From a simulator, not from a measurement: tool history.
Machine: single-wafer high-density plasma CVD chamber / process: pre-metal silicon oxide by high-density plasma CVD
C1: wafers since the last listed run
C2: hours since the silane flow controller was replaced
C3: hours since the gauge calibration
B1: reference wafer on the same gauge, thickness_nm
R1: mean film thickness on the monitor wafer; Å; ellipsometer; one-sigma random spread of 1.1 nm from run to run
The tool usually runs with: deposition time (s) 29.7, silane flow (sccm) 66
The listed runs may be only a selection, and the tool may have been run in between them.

Run 1, hour 0: usual settings; C1 0; C2 618; C3 721.2; B1 220.169. Result: R1 1953.78 Å.
Run 2, hour 40.9: usual settings; C1 959; C2 658.9; C3 762.1; B1 219.933. Result: R1 1960.6 Å.
Run 3, hour 198.7: usual settings; C1 3703; C2 816.7; C3 919.9; B1 219.904. Result: R1 1950.04 Å.
Run 4, hour 282.2: usual settings but deposition time (s) 31.5; C1 1959; C2 900.2; C3 1003.4; B1 219.689. Result: R1 2056.58 Å.
Run 5, hour 319.9: usual settings but deposition time (s) 31.5; C1 884; C2 937.9; C3 1041.1; B1 219.994. Result: R1 2048.89 Å.
Run 6, hour 444.2: usual settings; C1 2917; C2 1062.2; C3 1165.4; B1 220.131. Result: R1 1928.18 Å.
Run 7, hour 547.4: usual settings but deposition time (s) 26.8; C1 2422; C2 1165.4; C3 1268.6; B1 220.143. Result: R1 1729.16 Å.
Run 8, hour 646.5: usual settings but deposition time (s) 26.8; C1 2325; C2 1264.5; C3 1367.7; B1 219.973. Result: R1 1718.98 Å.
Run 9, hour 750.5: usual settings; C1 2440; C2 1368.5; C3 1471.7; B1 220.054. Result: R1 1907.56 Å.
Run 10, hour 834.8: usual settings; C1 1978; C2 1452.8; C3 1556; B1 219.993. Result: R1 1906.66 Å.
Run 11, hour 921.4: usual settings; C1 2032; C2 1539.4; C3 1642.6; B1 219.754. Result: R1 1910.85 Å.
Run 12, hour 959.6: usual settings but silane flow (sccm) 63; C1 896; C2 1577.6; C3 1680.8; B1 219.825. Result: R1 1822.66 Å.
Run 13, hour 1270.1: usual settings but silane flow (sccm) 59; C1 7287; C2 1888.1; C3 1991.3; B1 219.757. Result: R1 1703.58 Å.
At hour 1312: silane flow controller replaced.
Run 14, hour 1366.3: usual settings but silane flow (sccm) 59; C1 2070; C2 54.3; C3 2087.5; B1 220.127. Result: R1 1798.62 Å.
Run 15, hour 1470.6: usual settings; C1 2447; C2 158.6; C3 2191.8; B1 219.618. Result: R1 1971.81 Å.
Run 16, hour 1541.4: usual settings but deposition time (s) 24.7; C1 1661; C2 229.4; C3 2262.6; B1 220. Result: R1 1633.42 Å.
Run 17, hour 1640.4: usual settings but deposition time (s) 25; C1 2323; C2 328.4; C3 2361.6; B1 220.105. Result: R1 1645.85 Å.
Run 18, hour 1703: usual settings but deposition time (s) 27.7, silane flow (sccm) 74; C1 1469; C2 391; C3 2424.2; B1 220.045. Result: R1 2030.62 Å.
Run 19, hour 1783.2: usual settings but deposition time (s) 34.1, silane flow (sccm) 78; C1 1882; C2 471.2; C3 2504.4; B1 220.032. Result: R1 2636.2 Å.
Run 20, hour 1834.3: usual settings but deposition time (s) 28.2, silane flow (sccm) 58; C1 1199; C2 522.3; C3 2555.5; B1 219.818. Result: R1 1624.4 Å.
At hour 1843.4: gauge calibrated.
Run 21, hour 2134.8: usual settings but deposition time (s) 26.1, silane flow (sccm) 71; C1 7052; C2 822.8; C3 291.4; B1 219.983. Result: R1 1815.84 Å.
Run 22, hour 2208.1: usual settings but deposition time (s) 24.8, silane flow (sccm) 76; C1 1720; C2 896.1; C3 364.7; B1 220.018. Result: R1 1856.79 Å.
Run 23, hour 2264.9: usual settings but deposition time (s) 26.8; C1 1333; C2 952.9; C3 421.5; B1 220.092. Result: R1 1738.93 Å.
Run 24, hour 2331.3: usual settings but silane flow (sccm) 79; C1 1558; C2 1019.3; C3 487.9; B1 220.05. Result: R1 2276.22 Å.
Run 25, hour 2409.1: usual settings but deposition time (s) 31.6, silane flow (sccm) 61; C1 1825; C2 1097.1; C3 565.7; B1 219.995. Result: R1 1869.88 Å.
Run 26, hour 2508.9: usual settings; C1 2342; C2 1196.9; C3 665.5; B1 220.204. Result: R1 1909.8 Å.
Run 27, hour 2560.8: usual settings; C1 1218; C2 1248.8; C3 717.4; B1 219.702. Result: R1 1913.33 Å.
Run 28, hour 2603.8: usual settings but deposition time (s) 28.1, silane flow (sccm) 55; C1 1009; C2 1291.8; C3 760.4; B1 219.855. Result: R1 1510.63 Å.
Run 29, hour 2649.3: usual settings but deposition time (s) 34, silane flow (sccm) 57; C1 1067; C2 1337.3; C3 805.9; B1 220.231. Result: R1 1894.94 Å.
Run 30, hour 2691.1: usual settings but deposition time (s) 35.6; C1 981; C2 1379.1; C3 847.7; B1 220.161. Result: R1 2280.17 Å.

Branching from run 30: 3 alternative next runs. What would each branch give?
Run A, hour 2691.5: usual settings; C1 9; C2 1379.5; C3 848.1; B1 ?. Result: R1 ?.
Run B, hour 2691.5: usual settings but silane flow (sccm) 74; C1 9; C2 1379.5; C3 848.1; B1 ?. Result: R1 ?.
Run C, hour 2691.5: usual settings but deposition time (s) 28, silane flow (sccm) 61; C1 9; C2 1379.5; C3 848.1; B1 ?. Result: R1 ?.

run       B1       R1
  A  220.034  1901.28
  B  220.034  2131.74
  C  220.034  1656.66
Without the tool's unlogged condition, the same runs would have read:
run       R1
  A  1997.75
  B  2239.91
  C  1740.72
